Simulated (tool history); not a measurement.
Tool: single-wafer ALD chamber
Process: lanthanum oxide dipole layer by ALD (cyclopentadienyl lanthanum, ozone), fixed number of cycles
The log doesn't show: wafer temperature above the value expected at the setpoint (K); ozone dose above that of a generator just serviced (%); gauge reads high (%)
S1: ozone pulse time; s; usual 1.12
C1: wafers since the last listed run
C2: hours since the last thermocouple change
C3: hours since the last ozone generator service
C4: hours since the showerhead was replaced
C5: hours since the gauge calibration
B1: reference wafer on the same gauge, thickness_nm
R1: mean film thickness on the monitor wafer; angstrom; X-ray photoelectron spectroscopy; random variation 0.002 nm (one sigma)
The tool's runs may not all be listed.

run,hour,S1,C1,C2,C3,C4,C5,B1,R1
1,0.0,0.97,0,2592.0,737.4,4146.2,493.5,0.471,4.77
2,70.5,0.88,1047,2662.5,807.9,4216.7,564.0,0.471,4.60
3,119.9,0.88,733,2711.9,857.3,4266.1,613.4,0.471,4.63
4,202.8,1.12,1231,2794.8,940.2,4349.0,696.3,0.471,5.00
5,250.0,1.12,701,2842.0,987.4,4396.2,743.5,0.471,4.94
6,319.8,1.12,1036,2911.8,1057.2,4466.0,813.3,0.471,4.97
# hour 338.9: thermocouple changed; heater temperature recalibrated
7,423.1,1.12,1415,84.2,1160.5,4569.3,916.6,0.471,4.93
8,517.8,1.12,1406,178.9,1255.2,4664.0,1011.3,0.471,4.88
9,618.2,1.01,1491,279.3,1355.6,4764.4,1111.7,0.471,4.72
# hour 659.3: ozone generator serviced
10,671.9,1.01,678,333.0,12.6,4818.1,1165.4,0.471,4.96
11,708.6,1.01,545,369.7,49.3,4854.8,1202.1,0.471,4.92
12,762.2,1.25,796,423.3,102.9,4908.4,1255.7,0.471,5.15
13,825.6,1.12,941,486.7,166.3,4971.8,1319.1,0.471,5.05
14,923.2,1.12,1449,584.3,263.9,5069.4,1416.7,0.471,5.01
15,996.4,0.79,1087,657.5,337.1,5142.6,1489.9,0.471,4.48
16,1087.1,0.86,1347,748.2,427.8,5233.3,1580.6,0.471,4.62
17,1141.1,1.52,802,802.2,481.8,5287.3,1634.6,0.471,5.42
18,1192.0,1.32,756,853.1,532.7,5338.2,1685.5,0.471,5.23
# hour 1245.8: gauge calibrated
19,1296.1,1.35,1546,957.2,636.8,5442.3,50.3,0.471,5.25
20,1352.5,1.41,837,1013.6,693.2,5498.7,106.7,0.471,5.29
# hour 1393.8: showerhead replaced
21,1401.6,1.55,610,1062.7,742.3,7.8,155.8,0.471,5.40
22,1459.3,0.68,857,1120.4,800.0,65.5,213.5,0.471,4.16
23,1540.8,1.12,1210,1201.9,881.5,147.0,295.0,0.471,5.00
24,1608.9,1.12,1011,1270.0,949.6,215.1,363.1,0.471,4.97
25,1704.7,1.26,1422,1365.8,1045.4,310.9,458.9,0.471,5.11
26,1765.1,0.70,897,1426.2,1105.8,371.3,519.3,0.471,4.12
27,1819.6,1.54,809,1480.7,1160.3,425.8,573.8,0.471,5.33
28,1867.8,1.47,715,1528.9,1208.5,474.0,622.0,0.471,5.28
29,1924.4,0.80,840,1585.5,1265.1,530.6,678.6,0.471,4.31
30,1975.4,1.12,757,1636.5,1316.1,581.6,729.6,0.471,4.89
31,2048.7,1.12,1088,1709.8,1389.4,654.9,802.9,0.471,4.89
32,2108.3,1.57,885,1769.4,1449.0,714.5,862.5,0.471,5.27
# hour 2174.8: ozone generator serviced
33,2233.3,1.45,1737,1894.4,58.5,839.5,987.5,0.471,5.35
34,2304.5,1.12,1057,1965.6,129.7,910.7,1058.7,0.471,5.05
35,2396.2,1.37,1362,2057.3,221.4,1002.4,1150.4,0.471,5.28

The same runs without the tool's hidden state, with the same run-to-run variation:
run,R1
1,4.83
2,4.67
3,4.71
4,5.08
5,5.03
6,5.07
7,5.05
8,5.03
9,4.91
10,4.96
11,4.93
12,5.16
13,5.05
14,5.02
15,4.50
16,4.64
17,5.44
18,5.25
19,5.28
20,5.32
21,5.43
22,4.24
23,5.07
24,5.06
25,5.20
26,4.28
27,5.41
28,5.37
29,4.50
30,5.06
31,5.08
32,5.40
33,5.35
34,5.05
35,5.29
